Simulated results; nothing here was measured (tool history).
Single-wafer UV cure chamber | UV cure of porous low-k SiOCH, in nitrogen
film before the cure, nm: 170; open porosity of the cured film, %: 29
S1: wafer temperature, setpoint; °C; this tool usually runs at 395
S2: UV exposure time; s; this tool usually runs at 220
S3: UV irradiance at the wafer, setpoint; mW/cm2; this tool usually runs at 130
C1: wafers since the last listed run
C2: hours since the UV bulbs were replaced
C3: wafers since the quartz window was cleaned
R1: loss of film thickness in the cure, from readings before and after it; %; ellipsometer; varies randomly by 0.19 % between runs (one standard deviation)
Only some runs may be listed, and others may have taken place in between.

| run | hour | S1 | S2 | S3 | C1 | C2 | C3 | R1 |
|---|---|---|---|---|---|---|---|---|
| 1 | 0.0 | 395 | 220 | 130 | 0 | 1202.8 | 314 | 14.681 |
| 2 | 16.2 | 404 | 285 | 130 | 88 | 1219.0 | 402 | 16.287 |
| 3 | 33.3 | 404 | 285 | 130 | 92 | 1236.1 | 495 | 16.021 |
| 4 | 58.0 | 395 | 220 | 130 | 134 | 1260.8 | 629 | 14.293 |
| 5 | 84.0 | 395 | 190 | 147 | 141 | 1286.8 | 771 | 14.140 |
| 6 | 107.7 | 395 | 190 | 147 | 128 | 1310.5 | 899 | 14.143 |
| 7 | 142.9 | 395 | 190 | 147 | 191 | 1345.7 | 1091 | 14.399 |
| 8 | 160.1 | 395 | 220 | 113 | 93 | 1362.9 | 1184 | 13.685 |
| 9 | 181.1 | 395 | 220 | 113 | 114 | 1383.9 | 1298 | 13.558 |
| 10 | 280.8 | 395 | 130 | 130 | 541 | 1483.6 | 1840 | 11.564 |
| 11 | 297.6 | 395 | 130 | 130 | 91 | 1500.4 | 1931 | 11.519 |
| 12 | 324.0 | 395 | 105 | 130 | 143 | 1526.8 | 2074 | 10.328 |
| 13 | 343.8 | 387 | 220 | 130 | 107 | 1546.6 | 2182 | 13.831 |
|  | 360.8 | quartz window cleaned |
| 14 | 363.3 | 379 | 120 | 165 | 62 | 1566.1 | 13 | 11.703 |
| 15 | 391.6 | 408 | 220 | 148 | 153 | 1594.4 | 167 | 14.670 |
| 16 | 407.0 | 389 | 125 | 160 | 83 | 1609.8 | 250 | 11.871 |
|  | 420.2 | UV bulbs replaced |
| 17 | 437.6 | 395 | 220 | 130 | 122 | 17.4 | 373 | 15.605 |
| 18 | 464.2 | 395 | 260 | 130 | 144 | 44.0 | 518 | 16.707 |
| 19 | 496.9 | 395 | 220 | 130 | 177 | 76.7 | 695 | 15.841 |
| 20 | 515.3 | 406 | 130 | 103 | 99 | 95.1 | 795 | 11.943 |
| 21 | 548.3 | 405 | 130 | 166 | 179 | 128.1 | 974 | 14.061 |
| 22 | 580.7 | 414 | 290 | 147 | 176 | 160.5 | 1150 | 17.813 |

Forecast each of these 3 alternatives for the next run:
| A | 581.2 | 411 | 220 | 130 | 2 | 161.0 | 1153 | ? |
| B | 581.2 | 408 | 255 | 117 | 2 | 161.0 | 1153 | ? |
| C | 581.2 | 409 | 220 | 99 | 2 | 161.0 | 1153 | ? |

| run | R1 |
|---|---|
| A | 15.850 |
| B | 16.015 |
| C | 14.379 |
Had the tool no hidden state, the same runs would have come out as:
| run | R1 |
|---|---|
| A | 16.103 |
| B | 16.268 |
| C | 14.626 |
